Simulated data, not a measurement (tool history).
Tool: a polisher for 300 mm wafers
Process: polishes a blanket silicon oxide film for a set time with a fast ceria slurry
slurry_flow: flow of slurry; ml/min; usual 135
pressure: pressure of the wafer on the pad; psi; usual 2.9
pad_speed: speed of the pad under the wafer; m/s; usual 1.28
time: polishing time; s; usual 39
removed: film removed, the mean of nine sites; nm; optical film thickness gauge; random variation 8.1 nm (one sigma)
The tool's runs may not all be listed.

run,hour,slurry_flow,pressure,pad_speed,time,wafers since the last listed run,wafers polished on this pad,hours since the slurry nozzle was cleaned,hours since the head pressure was calibrated,"incoming thickness of the incoming film, nm",removed
1,0.0,160,3.3,1.28,39,0,448,94.0,146.8,2318.2,863.0
2,11.0,160,3.3,1.28,39,89,537,105.0,157.8,2290.0,863.1
3,19.0,160,3.3,1.28,39,64,602,113.0,165.8,2300.2,860.6
4,27.4,135,2.9,1.28,39,68,670,121.4,174.2,2343.1,758.7
# hour 31.7: worn pad replaced by a new one
5,45.2,135,2.9,1.16,39,112,109,139.2,192.0,2305.8,694.7
6,51.3,135,2.9,1.28,39,49,158,145.3,198.1,2308.1,756.6
7,68.9,135,2.9,1.28,39,142,301,162.9,215.7,2320.1,773.0
8,77.1,135,2.9,1.28,39,66,368,171.1,223.9,2361.6,758.4
# hour 113.7: worn pad replaced by a new one
9,121.9,135,2.9,1.28,33,331,66,215.9,268.7,2327.7,664.9
10,131.5,135,2.9,1.28,39,77,144,225.5,278.3,2312.5,765.4
11,159.8,135,2.9,1.28,29,229,374,253.8,306.6,2332.7,580.0
12,175.9,135,2.9,1.28,29,130,505,269.9,322.7,2276.7,572.2
13,190.9,135,2.9,1.28,29,121,626,284.9,337.7,2315.9,593.4
14,203.8,135,2.9,1.28,39,104,731,297.8,350.6,2280.6,791.6
# hour 217.3: worn pad replaced by a new one
15,218.1,135,3.4,1.28,39,83,6,312.1,364.9,2348.7,899.7
16,235.5,135,2.9,1.54,39,141,147,329.5,382.3,2304.2,960.7
17,246.8,145,2.9,1.06,39,91,239,340.8,393.6,2332.4,666.4
18,263.1,145,2.9,1.06,39,132,371,357.1,409.9,2330.2,672.3
# hour 268.9: slurry nozzle cleaned
# hour 277.2: head pressure recalibrated
19,278.7,115,3.9,0.92,29,102,474,9.8,1.5,2275.0,477.1
20,296.0,150,2.9,1.28,39,140,614,27.1,18.8,2337.2,743.4
# hour 303.7: worn pad replaced by a new one
21,304.2,135,2.9,1.28,39,34,4,35.3,27.0,2297.6,736.3
22,310.3,170,2.1,0.96,48,49,53,41.4,33.1,2330.4,563.0
23,321.1,155,3.8,1.52,39,87,141,52.2,43.9,2355.8,1122.8
24,332.0,100,2.9,1.28,39,88,229,63.1,54.8,2312.0,695.6
25,345.4,135,2.9,1.28,39,108,338,76.5,68.2,2290.1,747.7
26,354.7,135,2.1,0.86,39,75,414,85.8,77.5,2316.7,397.4

Forecast each of these 5 alternatives for the next run:
A,355.1,135,2.9,1.28,39,3,417,86.2,77.9,2256.4,?
B,355.1,150,3.7,1.08,44,3,417,86.2,77.9,2256.4,?
C,355.1,135,2.9,1.60,43,3,417,86.2,77.9,2256.4,?
D,355.1,100,2.2,0.96,30,3,417,86.2,77.9,2256.4,?
E,355.1,100,3.9,1.28,43,3,417,86.2,77.9,2256.4,?

run,removed
A,736.3
B,861.0
C,1014.8
D,326.9
E,957.6
Without the tool's hidden state the same runs would have given:
run,removed
A,715.1
B,836.1
C,985.5
D,317.5
E,930.0
